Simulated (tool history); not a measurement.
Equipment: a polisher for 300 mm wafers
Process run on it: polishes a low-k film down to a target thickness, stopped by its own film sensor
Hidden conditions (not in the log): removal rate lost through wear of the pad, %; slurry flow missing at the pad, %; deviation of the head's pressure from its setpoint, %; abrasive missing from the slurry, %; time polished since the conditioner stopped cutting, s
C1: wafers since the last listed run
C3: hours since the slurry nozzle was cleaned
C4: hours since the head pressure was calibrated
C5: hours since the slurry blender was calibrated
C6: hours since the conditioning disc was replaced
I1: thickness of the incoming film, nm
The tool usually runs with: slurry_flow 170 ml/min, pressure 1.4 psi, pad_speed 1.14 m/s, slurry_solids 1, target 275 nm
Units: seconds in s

{"run": 1, "hour": 0.0, "slurry_flow": 170, "pressure": 1.4, "pad_speed": 1.14, "slurry_solids": 1, "target": 275, "C1": 0, "wafers polished on this pad": 3, "C3": 2.3, "C4": 570.6, "C5": 57.2, "C6": 12, "I1": 306.8, "seconds": 88.7}
{"run": 2, "hour": 13.8, "slurry_flow": 170, "pressure": 1.4, "pad_speed": 1.14, "slurry_solids": 1, "target": 275, "C1": 86, "wafers polished on this pad": 89, "C3": 16.1, "C4": 584.4, "C5": 71, "C6": 25.8, "I1": 308.7, "seconds": 94}
{"run": 3, "hour": 28.7, "slurry_flow": 135, "pressure": 1.4, "pad_speed": 1.14, "slurry_solids": 1, "target": 275, "C1": 93, "wafers polished on this pad": 183, "C3": 31, "C4": 599.3, "C5": 85.9, "C6": 40.7, "I1": 309.5, "seconds": 101.6}
{"run": 4, "hour": 41.5, "slurry_flow": 135, "pressure": 1.2, "pad_speed": 1.14, "slurry_solids": 1, "target": 275, "C1": 80, "wafers polished on this pad": 263, "C3": 43.8, "C4": 612.1, "C5": 98.7, "C6": 53.5, "I1": 314.5, "seconds": 135.4}
{"run": 5, "hour": 67.2, "slurry_flow": 170, "pressure": 1.4, "pad_speed": 1.14, "slurry_solids": 1, "target": 275, "C1": 161, "wafers polished on this pad": 424, "C3": 69.5, "C4": 637.8, "C5": 124.4, "C6": 79.2, "I1": 308.6, "seconds": 95.6}
{"run": 6, "hour": 82.6, "slurry_flow": 205, "pressure": 1.4, "pad_speed": 1.14, "slurry_solids": 1, "target": 275, "C1": 96, "wafers polished on this pad": 521, "C3": 84.9, "C4": 653.2, "C5": 139.8, "C6": 94.6, "I1": 310.3, "seconds": 96.6}
{"run": 7, "hour": 116.8, "slurry_flow": 170, "pressure": 1.4, "pad_speed": 0.92, "slurry_solids": 1, "target": 275, "C1": 214, "wafers polished on this pad": 735, "C3": 119.1, "C4": 687.4, "C5": 174, "C6": 128.8, "I1": 309.3, "seconds": 115.5}
{"run": 8, "hour": 143.8, "slurry_flow": 205, "pressure": 1.4, "pad_speed": 1.14, "slurry_solids": 1, "target": 275, "C1": 169, "wafers polished on this pad": 905, "C3": 146.1, "C4": 714.4, "C5": 201, "C6": 155.8, "I1": 314, "seconds": 111}
{"run": 9, "hour": 172.1, "slurry_flow": 170, "pressure": 1.7, "pad_speed": 1.14, "slurry_solids": 1, "target": 275, "C1": 177, "wafers polished on this pad": 1082, "C3": 174.4, "C4": 742.7, "C5": 229.3, "C6": 184.1, "I1": 308.8, "seconds": 83.3}
{"run": 10, "hour": 186.7, "slurry_flow": 170, "pressure": 1.4, "pad_speed": 0.98, "slurry_solids": 1, "target": 275, "C1": 91, "wafers polished on this pad": 1174, "C3": 189, "C4": 757.3, "C5": 243.9, "C6": 198.7, "I1": 309.4, "seconds": 117.6}
{"hour": 212.2, "done": "slurry nozzle cleaned"}
{"run": 11, "hour": 216.2, "slurry_flow": 170, "pressure": 1.4, "pad_speed": 1.14, "slurry_solids": 1, "target": 275, "C1": 178, "wafers polished on this pad": 1353, "C3": 4, "C4": 786.8, "C5": 273.4, "C6": 228.2, "I1": 309.5, "seconds": 100.3}
{"hour": 226.4, "done": "worn pad replaced by a new one"}
{"run": 12, "hour": 231.9, "slurry_flow": 145, "pressure": 1.4, "pad_speed": 0.92, "slurry_solids": 1.2, "target": 272, "C1": 73, "wafers polished on this pad": 34, "C3": 19.7, "C4": 802.5, "C5": 289.1, "C6": 243.9, "I1": 313.1, "seconds": 131.4}
{"run": 13, "hour": 254.2, "slurry_flow": 170, "pressure": 1.4, "pad_speed": 1.14, "slurry_solids": 1, "target": 275, "C1": 139, "wafers polished on this pad": 174, "C3": 42, "C4": 824.8, "C5": 311.4, "C6": 266.2, "I1": 312.6, "seconds": 106.7}
{"run": 14, "hour": 283.7, "slurry_flow": 200, "pressure": 1.4, "pad_speed": 1.14, "slurry_solids": 0.7, "target": 275, "C1": 185, "wafers polished on this pad": 359, "C3": 71.5, "C4": 854.3, "C5": 340.9, "C6": 295.7, "I1": 309.9, "seconds": 118.4}
{"run": 15, "hour": 315.1, "slurry_flow": 155, "pressure": 1, "pad_speed": 0.98, "slurry_solids": 1, "target": 266, "C1": 196, "wafers polished on this pad": 556, "C3": 102.9, "C4": 885.7, "C5": 372.3, "C6": 327.1, "I1": 309.7, "seconds": 204.3}
{"hour": 317.7, "done": "conditioning disc replaced and pad reconditioned"}
{"hour": 321.8, "done": "slurry blender recalibrated"}
{"run": 16, "hour": 338.7, "slurry_flow": 170, "pressure": 1.4, "pad_speed": 1.14, "slurry_solids": 0.9, "target": 275, "C1": 122, "wafers polished on this pad": 679, "C3": 126.5, "C4": 909.3, "C5": 16.9, "C6": 21, "I1": 310.5, "seconds": 102.1}
{"run": 17, "hour": 366.7, "slurry_flow": 170, "pressure": 1.4, "pad_speed": 1.14, "slurry_solids": 1, "target": 275, "C1": 175, "wafers polished on this pad": 854, "C3": 154.5, "C4": 937.3, "C5": 44.9, "C6": 49, "I1": 311.9, "seconds": 102.8}
{"run": 18, "hour": 388.1, "slurry_flow": 170, "pressure": 1.4, "pad_speed": 1.14, "slurry_solids": 1, "target": 275, "C1": 134, "wafers polished on this pad": 989, "C3": 175.9, "C4": 958.7, "C5": 66.3, "C6": 70.4, "I1": 311.9, "seconds": 108.7}
{"run": 19, "hour": 421.3, "slurry_flow": 170, "pressure": 1.4, "pad_speed": 0.96, "slurry_solids": 1, "target": 271, "C1": 208, "wafers polished on this pad": 1197, "C3": 209.1, "C4": 991.9, "C5": 99.5, "C6": 103.6, "I1": 311.7, "seconds": 136.5}
{"hour": 440.0, "done": "slurry nozzle cleaned"}
{"run": 20, "hour": 444.9, "slurry_flow": 170, "pressure": 1.4, "pad_speed": 1.14, "slurry_solids": 1, "target": 275, "C1": 141, "wafers polished on this pad": 1339, "C3": 4.9, "C4": 1015.5, "C5": 123.1, "C6": 127.2, "I1": 315, "seconds": 111.9}
{"hour": 468.3, "done": "worn pad replaced by a new one"}
{"hour": 490.6, "done": "head pressure recalibrated"}
{"run": 21, "hour": 544.4, "slurry_flow": 170, "pressure": 1.4, "pad_speed": 0.98, "slurry_solids": 1.3, "target": 275, "C1": 586, "wafers polished on this pad": 465, "C3": 104.4, "C4": 53.8, "C5": 222.6, "C6": 226.7, "I1": 307.6, "seconds": 94.6}
{"run": 22, "hour": 573.4, "slurry_flow": 170, "pressure": 1.4, "pad_speed": 1.52, "slurry_solids": 1, "target": 282, "C1": 181, "wafers polished on this pad": 647, "C3": 133.4, "C4": 82.8, "C5": 251.6, "C6": 255.7, "I1": 313.4, "seconds": 73.1}
{"run": 23, "hour": 640.6, "slurry_flow": 190, "pressure": 1.4, "pad_speed": 1.14, "slurry_solids": 1, "target": 275, "C1": 421, "wafers polished on this pad": 1068, "C3": 200.6, "C4": 150, "C5": 318.8, "C6": 322.9, "I1": 308.2, "seconds": 101.2}
{"run": 24, "hour": 669.7, "slurry_flow": 170, "pressure": 1.4, "pad_speed": 1.14, "slurry_solids": 1, "target": 266, "C1": 182, "wafers polished on this pad": 1251, "C3": 229.7, "C4": 179.1, "C5": 347.9, "C6": 352, "I1": 309.7, "seconds": 141.3}
{"hour": 699.3, "done": "worn pad replaced by a new one"}
{"run": 25, "hour": 699.8, "slurry_flow": 125, "pressure": 1.1, "pad_speed": 1.14, "slurry_solids": 0.85, "target": 278, "C1": 163, "wafers polished on this pad": 3, "C3": 259.8, "C4": 209.2, "C5": 378, "C6": 382.1, "I1": 308, "seconds": 163.1}
{"hour": 705.4, "done": "slurry nozzle cleaned"}
{"run": 26, "hour": 714.3, "slurry_flow": 170, "pressure": 1.4, "pad_speed": 1.14, "slurry_solids": 1, "target": 275, "C1": 84, "wafers polished on this pad": 87, "C3": 8.9, "C4": 223.7, "C5": 392.5, "C6": 396.6, "I1": 311.3, "seconds": 106.4}

3 ways to go on from here, each from the tool as it stands after run 26. What would each give?
{"run": "A", "hour": 714.8, "slurry_flow": 170, "pressure": 1.4, "pad_speed": 1.14, "slurry_solids": 1, "target": 275, "C1": 3, "wafers polished on this pad": 90, "C3": 9.4, "C4": 224.2, "C5": 393, "C6": 397.1, "I1": 307.8, "seconds": "?"}
{"run": "B", "hour": 714.8, "slurry_flow": 110, "pressure": 1.4, "pad_speed": 1.14, "slurry_solids": 1, "target": 275, "C1": 3, "wafers polished on this pad": 90, "C3": 9.4, "C4": 224.2, "C5": 393, "C6": 397.1, "I1": 307.8, "seconds": "?"}
{"run": "C", "hour": 714.8, "slurry_flow": 190, "pressure": 1.1, "pad_speed": 0.86, "slurry_solids": 1, "target": 269, "C1": 3, "wafers polished on this pad": 90, "C3": 9.4, "C4": 224.2, "C5": 393, "C6": 397.1, "I1": 307.8, "seconds": "?"}

run=A seconds=97.3
run=B seconds=106.9
run=C seconds=174.7
With the hidden condition removed and each run's random variation left untouched, the same runs would have given:
run=A seconds=87.7
run=B seconds=96
run=C seconds=157.4

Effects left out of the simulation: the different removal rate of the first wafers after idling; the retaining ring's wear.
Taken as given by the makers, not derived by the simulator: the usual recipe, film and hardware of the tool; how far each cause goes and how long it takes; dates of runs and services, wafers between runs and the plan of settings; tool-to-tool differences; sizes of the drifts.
